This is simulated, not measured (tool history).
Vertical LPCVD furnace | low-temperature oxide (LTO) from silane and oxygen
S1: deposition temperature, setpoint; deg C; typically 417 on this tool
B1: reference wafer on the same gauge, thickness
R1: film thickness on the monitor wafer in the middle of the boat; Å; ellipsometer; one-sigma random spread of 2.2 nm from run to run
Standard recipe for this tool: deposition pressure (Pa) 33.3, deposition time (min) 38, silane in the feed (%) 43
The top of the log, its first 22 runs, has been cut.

{"run": 23, "hour": 1092.7, "S1": 417, "deposition pressure (Pa)": 33.3, "deposition time (min)": 38, "silane in the feed (%)": 43, "B1": 453.59, "R1": 5681.4}
{"run": 24, "hour": 1136.5, "S1": 417, "deposition pressure (Pa)": 33.3, "deposition time (min)": 29, "silane in the feed (%)": 43, "B1": 454.16, "R1": 4334.9}
{"run": 25, "hour": 1176.7, "S1": 425, "deposition pressure (Pa)": 33.3, "deposition time (min)": 29, "silane in the feed (%)": 43, "B1": 453.91, "R1": 4697.1}
{"run": 26, "hour": 1246.4, "S1": 413, "deposition pressure (Pa)": 33.3, "deposition time (min)": 38, "silane in the feed (%)": 43, "B1": 453.43, "R1": 5443.1}
{"run": 27, "hour": 1300.4, "S1": 417, "deposition pressure (Pa)": 38.7, "deposition time (min)": 34, "silane in the feed (%)": 43, "B1": 453.95, "R1": 5926.6}
{"run": 28, "hour": 1449.2, "S1": 423, "deposition pressure (Pa)": 33.3, "deposition time (min)": 45.5, "silane in the feed (%)": 38, "B1": 453.71, "R1": 6336.1}
{"run": 29, "hour": 1503.2, "S1": 428, "deposition pressure (Pa)": 38.7, "deposition time (min)": 31.5, "silane in the feed (%)": 50, "B1": 453.76, "R1": 6952.7}
{"run": 30, "hour": 1553.7, "S1": 417, "deposition pressure (Pa)": 33.3, "deposition time (min)": 38, "silane in the feed (%)": 43, "B1": 454.17, "R1": 5720.5}
{"run": 31, "hour": 1612.8, "S1": 417, "deposition pressure (Pa)": 39.3, "deposition time (min)": 38, "silane in the feed (%)": 43, "B1": 453.42, "R1": 6741.2}

Each row is a separate what-if for the run after 31, all from the same tool condition, not one after another. Results?
{"run": "A", "hour": 1616.7, "S1": 417, "deposition pressure (Pa)": 33.3, "deposition time (min)": 38, "silane in the feed (%)": 43, "B1": "?", "R1": "?"}
{"run": "B", "hour": 1616.7, "S1": 427, "deposition pressure (Pa)": 29.3, "deposition time (min)": 33.5, "silane in the feed (%)": 50, "B1": "?", "R1": "?"}
{"run": "C", "hour": 1616.7, "S1": 408, "deposition pressure (Pa)": 37.3, "deposition time (min)": 33, "silane in the feed (%)": 46, "B1": "?", "R1": "?"}
{"run": "D", "hour": 1616.7, "S1": 417, "deposition pressure (Pa)": 33.3, "deposition time (min)": 28, "silane in the feed (%)": 35, "B1": "?", "R1": "?"}

run=A B1=453.58 R1=5722.9
run=B B1=453.58 R1=5570.9
run=C B1=453.58 R1=5435.4
run=D B1=453.58 R1=3322.3
Without the tool's unlogged condition, the same runs would have read:
run=A R1=5564.6
run=B R1=5430.7
run=C R1=5283.4
run=D R1=3224.4
